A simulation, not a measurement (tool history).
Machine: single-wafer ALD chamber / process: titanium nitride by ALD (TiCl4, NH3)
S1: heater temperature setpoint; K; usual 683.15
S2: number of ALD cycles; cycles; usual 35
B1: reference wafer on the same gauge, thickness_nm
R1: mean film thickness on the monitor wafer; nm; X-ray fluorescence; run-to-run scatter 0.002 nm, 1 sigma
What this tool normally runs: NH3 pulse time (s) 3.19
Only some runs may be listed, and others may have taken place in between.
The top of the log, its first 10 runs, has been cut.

{"run": 11, "hour": 248.8, "S1": 683.15, "S2": 30, "NH3 pulse time (s)": 3.19, "B1": 0.922, "R1": 0.69}
{"run": 12, "hour": 263.1, "S1": 683.15, "S2": 30, "NH3 pulse time (s)": 3.19, "B1": 0.922, "R1": 0.693}
{"run": 13, "hour": 281.0, "S1": 693.15, "S2": 35, "NH3 pulse time (s)": 3.19, "B1": 0.922, "R1": 0.811}
{"run": 14, "hour": 315.1, "S1": 683.15, "S2": 35, "NH3 pulse time (s)": 3.19, "B1": 0.922, "R1": 0.807}
{"run": 15, "hour": 360.9, "S1": 683.15, "S2": 35, "NH3 pulse time (s)": 3.19, "B1": 0.922, "R1": 0.808}
{"run": 16, "hour": 388.2, "S1": 683.15, "S2": 38, "NH3 pulse time (s)": 3.19, "B1": 0.922, "R1": 0.875}
{"run": 17, "hour": 409.5, "S1": 689.15, "S2": 33, "NH3 pulse time (s)": 3.19, "B1": 0.922, "R1": 0.761}
{"hour": 430.8, "done": "showerhead replaced"}
{"run": 18, "hour": 440.3, "S1": 683.15, "S2": 35, "NH3 pulse time (s)": 3.89, "B1": 0.922, "R1": 0.814}
{"run": 19, "hour": 461.0, "S1": 677.15, "S2": 30, "NH3 pulse time (s)": 3.86, "B1": 0.922, "R1": 0.695}
{"run": 20, "hour": 481.2, "S1": 683.15, "S2": 37, "NH3 pulse time (s)": 2.35, "B1": 0.922, "R1": 0.849}
{"run": 21, "hour": 510.5, "S1": 674.15, "S2": 39, "NH3 pulse time (s)": 2.67, "B1": 0.922, "R1": 0.894}
{"run": 22, "hour": 525.7, "S1": 676.15, "S2": 41, "NH3 pulse time (s)": 3.19, "B1": 0.922, "R1": 0.947}
{"run": 23, "hour": 557.5, "S1": 683.15, "S2": 35, "NH3 pulse time (s)": 3.19, "B1": 0.922, "R1": 0.81}
{"hour": 562.8, "done": "gauge calibrated"}
{"run": 24, "hour": 580.8, "S1": 683.15, "S2": 35, "NH3 pulse time (s)": 3.19, "B1": 0.923, "R1": 0.806}
{"hour": 589.5, "done": "thermocouple changed; heater temperature recalibrated"}
{"run": 25, "hour": 610.0, "S1": 675.15, "S2": 35, "NH3 pulse time (s)": 2.29, "B1": 0.922, "R1": 0.801}
{"run": 26, "hour": 625.5, "S1": 683.15, "S2": 35, "NH3 pulse time (s)": 3.19, "B1": 0.922, "R1": 0.808}
{"run": 27, "hour": 641.4, "S1": 683.15, "S2": 35, "NH3 pulse time (s)": 2.43, "B1": 0.922, "R1": 0.803}
{"run": 28, "hour": 654.9, "S1": 671.15, "S2": 29, "NH3 pulse time (s)": 3.57, "B1": 0.922, "R1": 0.671}
{"run": 29, "hour": 677.7, "S1": 683.15, "S2": 35, "NH3 pulse time (s)": 3.19, "B1": 0.922, "R1": 0.808}
{"run": 30, "hour": 704.1, "S1": 676.15, "S2": 30, "NH3 pulse time (s)": 1.94, "B1": 0.922, "R1": 0.685}
{"run": 31, "hour": 739.3, "S1": 688.15, "S2": 39, "NH3 pulse time (s)": 2.81, "B1": 0.922, "R1": 0.901}

4 options for the next run, each taken on its own from the tool as it stands now. Forecast them:
{"run": "A", "hour": 739.8, "S1": 683.15, "S2": 35, "NH3 pulse time (s)": 4.4, "B1": "?", "R1": "?"}
{"run": "B", "hour": 739.8, "S1": 698.15, "S2": 32, "NH3 pulse time (s)": 3.59, "B1": "?", "R1": "?"}
{"run": "C", "hour": 739.8, "S1": 683.15, "S2": 40, "NH3 pulse time (s)": 3.19, "B1": "?", "R1": "?"}
{"run": "D", "hour": 739.8, "S1": 671.15, "S2": 41, "NH3 pulse time (s)": 2.49, "B1": "?", "R1": "?"}

run=A B1=0.922 R1=0.815
run=B B1=0.922 R1=0.743
run=C B1=0.922 R1=0.925
run=D B1=0.922 R1=0.938
Stripped of hidden state, with their random variation kept, the same runs would have yielded:
run=A R1=0.815
run=B R1=0.743
run=C R1=0.925
run=D R1=0.938

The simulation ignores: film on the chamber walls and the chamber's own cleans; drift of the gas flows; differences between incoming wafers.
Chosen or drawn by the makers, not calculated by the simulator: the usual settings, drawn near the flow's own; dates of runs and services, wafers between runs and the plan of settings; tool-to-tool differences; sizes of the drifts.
